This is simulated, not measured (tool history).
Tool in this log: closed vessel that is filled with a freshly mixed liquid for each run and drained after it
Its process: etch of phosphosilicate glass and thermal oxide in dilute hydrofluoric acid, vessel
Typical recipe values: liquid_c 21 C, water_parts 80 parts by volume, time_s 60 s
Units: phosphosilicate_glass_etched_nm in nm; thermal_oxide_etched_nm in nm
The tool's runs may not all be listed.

run,hour,liquid_c,water_parts,time_s,"read-back film thickness of the phosphosilicate glass reference wafer, read on the same gauge (nm)","read-back film thickness of the thermal oxide reference wafer, read on the same gauge (nm)",phosphosilicate_glass_etched_nm,thermal_oxide_etched_nm
1,0,21,80,60,27.73,83.258,53.89,3.04
2,65.7,21,80,70,27.73,83.169,63.73,3.554
3,118.6,21,80,70,27.74,83.163,62.93,3.573
4,196.3,21,80,70,27.73,83.053,62.96,3.569
5,289.9,22.5,80,60,27.66,82.956,57.24,3.251
6,379.9,22.5,80,60,27.6,82.892,57.33,3.293
7,477.1,21,95,60,27.65,82.876,45.54,2.498
8,565,21,80,60,27.6,82.833,53.86,3.056
# hour 604.7: gauge calibrated
# hour 645.4: thermometer replaced
9,651.8,21,80,60,29.69,89.094,57.92,3.271
# hour 727.9: hydrofluoric acid flow meter replaced
10,739.2,21,80,60,29.4,88.217,57.18,3.259
11,821.3,21,50,80,29.18,87.532,124.99,7.166
12,868.8,21,50,80,29.06,87.154,125.86,7.212
13,928.4,21,50,80,28.91,86.708,123.79,7.02
14,1033.7,21,80,60,28.67,86.01,56.75,3.163
15,1113.7,24,40,70,28.54,85.517,156.17,8.861
16,1150.5,21,80,80,28.46,85.365,73.7,4.181
17,1220.8,21,80,40,28.34,85.037,37.46,2.054
18,1277.9,21,80,60,28.28,84.773,55.55,3.093
19,1316.1,21,95,40,28.2,84.664,30.36,1.757
20,1379.6,24,65,45,28.17,84.39,58.2,3.268
21,1439.3,21,80,75,28.04,84.19,69.34,3.825
22,1709.6,25,95,60,27.85,83.484,52.94,2.982
23,1756.2,17.5,105,60,27.78,83.348,35.21,1.915
24,1808.6,26,95,30,27.72,83.249,27.22,1.528
25,1867.6,21,80,30,27.68,83.154,27.18,1.531
26,1962,21,80,60,27.65,83.063,53.46,3.005

3 options for the next run, each taken on its own from the tool as it stands now. Forecast them:
A,1962.7,21,80,60,?,?,?,?
B,1962.7,22.5,120,60,?,?,?,?
C,1962.7,21,95,45,?,?,?,?

run,"read-back film thickness of the phosphosilicate glass reference wafer, read on the same gauge (nm)","read-back film thickness of the thermal oxide reference wafer, read on the same gauge (nm)",phosphosilicate_glass_etched_nm,thermal_oxide_etched_nm
A,27.68,83.011,54.9,3.114
B,27.68,83.011,37.12,2.105
C,27.68,83.011,34.07,1.932
Had the tool no hidden state, the same runs would have come out as:
run,phosphosilicate_glass_etched_nm,thermal_oxide_etched_nm
A,59.51,3.375
B,40.24,2.282
C,36.93,2.095
